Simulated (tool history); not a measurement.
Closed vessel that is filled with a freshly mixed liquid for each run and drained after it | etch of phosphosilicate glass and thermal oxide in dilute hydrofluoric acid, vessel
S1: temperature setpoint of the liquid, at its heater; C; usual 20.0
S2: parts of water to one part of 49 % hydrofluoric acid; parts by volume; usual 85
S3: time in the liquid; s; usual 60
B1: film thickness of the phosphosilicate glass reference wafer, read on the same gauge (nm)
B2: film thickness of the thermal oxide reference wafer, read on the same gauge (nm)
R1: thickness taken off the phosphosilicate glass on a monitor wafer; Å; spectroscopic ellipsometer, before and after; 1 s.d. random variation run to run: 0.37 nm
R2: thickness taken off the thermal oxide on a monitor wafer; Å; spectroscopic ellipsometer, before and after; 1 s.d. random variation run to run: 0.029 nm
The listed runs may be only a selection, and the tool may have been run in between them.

run	hour	S1	S2	S3	B1	B2	R1	R2
1	0.0	20.0	85	60	85.03	85.015	489.4	26.14
# hour 22.6: gauge calibrated
2	49.4	22.0	85	60	88.94	88.938	552.0	29.23
3	81.7	20.0	45	60	88.85	88.855	989.9	52.46
4	135.7	23.5	100	60	88.77	88.754	492.3	25.91
5	170.1	20.0	105	60	88.69	88.679	402.8	21.51
6	196.3	20.0	70	80	88.66	88.649	831.8	44.11
7	230.7	20.0	75	85	88.56	88.541	822.4	43.62
8	278.0	17.5	105	40	88.46	88.485	242.8	12.72
9	335.1	20.0	85	60	88.32	88.344	501.9	26.75
10	383.3	20.0	70	70	88.33	88.289	730.0	37.86
11	417.4	25.0	70	30	88.20	88.184	384.1	20.26
12	464.8	20.0	85	60	88.14	88.151	508.9	26.51
13	513.8	22.5	110	40	88.02	88.045	280.8	14.75
14	540.2	17.0	60	35	87.99	87.974	379.0	19.69
15	584.6	17.0	55	45	87.89	87.876	527.6	27.82
# hour 589.2: hydrofluoric acid flow meter replaced
16	650.4	20.0	85	60	87.75	87.746	502.0	26.03
17	699.8	20.0	85	85	87.67	87.667	705.3	37.09
18	753.4	17.0	70	60	87.55	87.551	543.2	28.73
19	794.1	23.5	115	50	87.52	87.486	341.7	18.41
20	827.0	20.0	100	90	87.43	87.422	625.3	32.69
21	872.4	20.0	85	60	87.32	87.308	497.9	26.04
22	918.3	23.5	55	90	87.22	87.240	1393.9	73.57
23	988.6	18.0	75	75	87.12	87.073	653.1	34.29
24	1033.4	23.0	45	30	87.02	87.006	560.6	29.83
25	1062.4	20.0	85	60	87.00	86.955	505.5	26.20
26	1131.4	20.0	85	60	86.78	86.809	496.2	26.35

Each run again, without the hidden state but with its own random variation kept:
Hidden state present: liquid hotter than its thermometer reads (K); hydrofluoric acid flow above the setpoint (%); gauge reads high (%).
run	R1	R2
1	518.1	27.67
2	558.6	29.58
3	1002.5	53.13
4	499.1	26.27
5	408.7	21.83
6	844.5	44.78
7	835.6	44.32
8	246.9	12.94
9	511.1	27.24
10	744.2	38.60
11	391.9	20.67
12	519.8	27.08
13	287.1	15.08
14	387.7	20.15
15	540.3	28.49
16	514.8	26.69
17	724.1	38.08
18	558.4	29.54
19	351.6	18.94
20	643.8	33.66
21	513.2	26.84
22	1438.1	75.91
23	675.0	35.43
24	579.9	30.86
25	523.2	27.12
26	514.4	27.32
